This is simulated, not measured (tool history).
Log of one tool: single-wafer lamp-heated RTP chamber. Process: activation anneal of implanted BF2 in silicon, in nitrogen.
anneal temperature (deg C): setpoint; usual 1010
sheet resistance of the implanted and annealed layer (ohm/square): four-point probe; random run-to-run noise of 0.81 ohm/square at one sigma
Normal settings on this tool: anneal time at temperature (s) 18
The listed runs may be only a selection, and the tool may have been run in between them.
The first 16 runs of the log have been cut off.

run	day	anneal temperature (deg C)	anneal time at temperature (s)	wafers since the last listed run	wafers since the last pyrometer calibration	wafers since the reflector plate was cleaned	hours since the gauge calibration	read-back reference wafer on the same gauge, sheet resistance	sheet resistance of the implanted and annealed layer (ohm/square)
17	21.575	1033	10	378	3963	1624	1058.9	522.07	545.80
18	22.658	1010	18	565	4529	2189	1084.9	521.85	542.99
# day 24.258: pyrometer window cleaned and pyrometer calibrated
19	24.279	1002	25	672	10	2861	1123.8	522.18	540.77
20	25.362	1010	25	565	576	3427	1149.8	522.05	539.81
21	26.304	1010	18	491	1068	3919	1172.4	521.96	544.84
22	27.725	1010	18	741	1809	4660	1206.5	522.55	543.33
23	28.971	1010	18	650	2460	5311	1236.4	522.09	544.12
24	30.179	1033	10	630	3091	5942	1265.4	522.41	547.62
# day 30.733: gauge calibrated
25	31.221	1034	18	543	3635	6485	11.7	518.40	536.48
# day 34.558: pyrometer window cleaned and pyrometer calibrated
# day 34.683: reflector plate cleaned
26	34.704	1010	28	1577	10	10	95.3	518.88	534.32

Estimate the outcome of run 27 from the log above:
27	35.583	990	26	459	469	469	116.4	?	?

Run 27 yielded read-back reference wafer on the same gauge, sheet resistance 518.87, sheet resistance of the implanted and annealed layer (ohm/square) 542.17.
The same run, on a tool lacking any hidden state, would have yielded sheet resistance of the implanted and annealed layer (ohm/square) 542.17.
